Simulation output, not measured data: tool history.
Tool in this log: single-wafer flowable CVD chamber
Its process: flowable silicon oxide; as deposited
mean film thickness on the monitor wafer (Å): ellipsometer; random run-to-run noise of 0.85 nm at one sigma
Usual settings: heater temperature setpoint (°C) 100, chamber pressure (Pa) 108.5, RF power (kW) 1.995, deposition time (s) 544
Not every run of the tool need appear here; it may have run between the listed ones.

run,day,heater temperature setpoint (°C),chamber pressure (Pa),RF power (kW),deposition time (s),wafers since the last listed run,hours since the last thermocouple change,hours since the last RF generator calibration,hours since the last manometer calibration,hours since the showerhead was replaced,hours since the gauge calibration,"read-back reference wafer on the same gauge, thickness_nm",mean film thickness on the monitor wafer (Å)
1,0.000,100,127.1,1.995,544,0,1796.1,1860.0,1980.5,3470.2,39.9,404.000,3738.91
2,2.354,89,108.5,1.995,488,233,1852.6,1916.5,2037.0,3526.7,96.4,404.158,3946.98
3,4.154,89,108.5,1.995,488,178,1895.8,1959.7,2080.2,3569.9,139.6,404.078,3957.45
4,8.254,100,108.5,1.995,544,407,1994.2,2058.1,2178.6,3668.3,238.0,404.237,3185.38
5,11.312,100,108.5,1.995,544,303,2067.6,2131.5,2252.0,3741.7,311.4,404.138,3155.23
6,12.317,100,108.5,1.995,544,99,2091.7,2155.6,2276.1,3765.8,335.5,404.038,3171.19
7,13.588,100,108.5,1.995,544,126,2122.2,2186.1,2306.6,3796.3,366.0,403.794,3171.03
# day 14.221: showerhead replaced
# day 15.038: RF generator calibrated
8,15.717,94,108.5,2.345,457,145,2173.3,16.3,2357.7,35.9,417.1,404.014,3241.69
# day 16.071: thermocouple changed; heater temperature recalibrated
9,17.538,91,108.5,2.240,544,147,35.2,60.0,2401.4,79.6,460.8,404.051,4474.75
# day 19.150: capacitance manometer re-zeroed and calibrated
10,19.767,88,88.8,2.155,513,188,88.7,113.5,14.8,133.1,514.3,403.954,3742.45
11,22.671,95,108.5,1.995,544,288,158.4,183.2,84.5,202.8,584.0,403.907,3892.29
# day 23.850: gauge calibrated
12,24.729,100,108.5,1.995,544,204,207.8,232.6,133.9,252.2,21.1,403.911,3365.33
13,27.300,87,125.6,1.995,606,255,269.5,294.3,195.6,313.9,82.8,403.742,6329.16
14,29.900,100,84.1,1.995,544,258,331.9,356.7,258.0,376.3,145.2,403.969,2587.36
15,31.146,100,108.5,1.995,597,123,361.8,386.6,287.9,406.2,175.1,403.939,3672.39

Alternative continuations, all from the tool just after run 15; predict every row:
A,31.171,100,108.5,1.995,544,2,362.4,387.2,288.5,406.8,175.7,?,?
B,31.171,85,84.8,2.170,544,2,362.4,387.2,288.5,406.8,175.7,?,?
C,31.171,100,108.5,1.995,507,2,362.4,387.2,288.5,406.8,175.7,?,?
D,31.171,100,116.0,1.995,544,2,362.4,387.2,288.5,406.8,175.7,?,?

run,"read-back reference wafer on the same gauge, thickness_nm",mean film thickness on the monitor wafer (Å)
A,404.101,3341.63
B,404.101,4048.01
C,404.101,3114.35
D,404.101,3571.72
Take away the tool's hidden state, keep each run's random variation, and the runs would have read:
run,mean film thickness on the monitor wafer (Å)
A,3428.89
B,4139.37
C,3195.67
D,3664.98

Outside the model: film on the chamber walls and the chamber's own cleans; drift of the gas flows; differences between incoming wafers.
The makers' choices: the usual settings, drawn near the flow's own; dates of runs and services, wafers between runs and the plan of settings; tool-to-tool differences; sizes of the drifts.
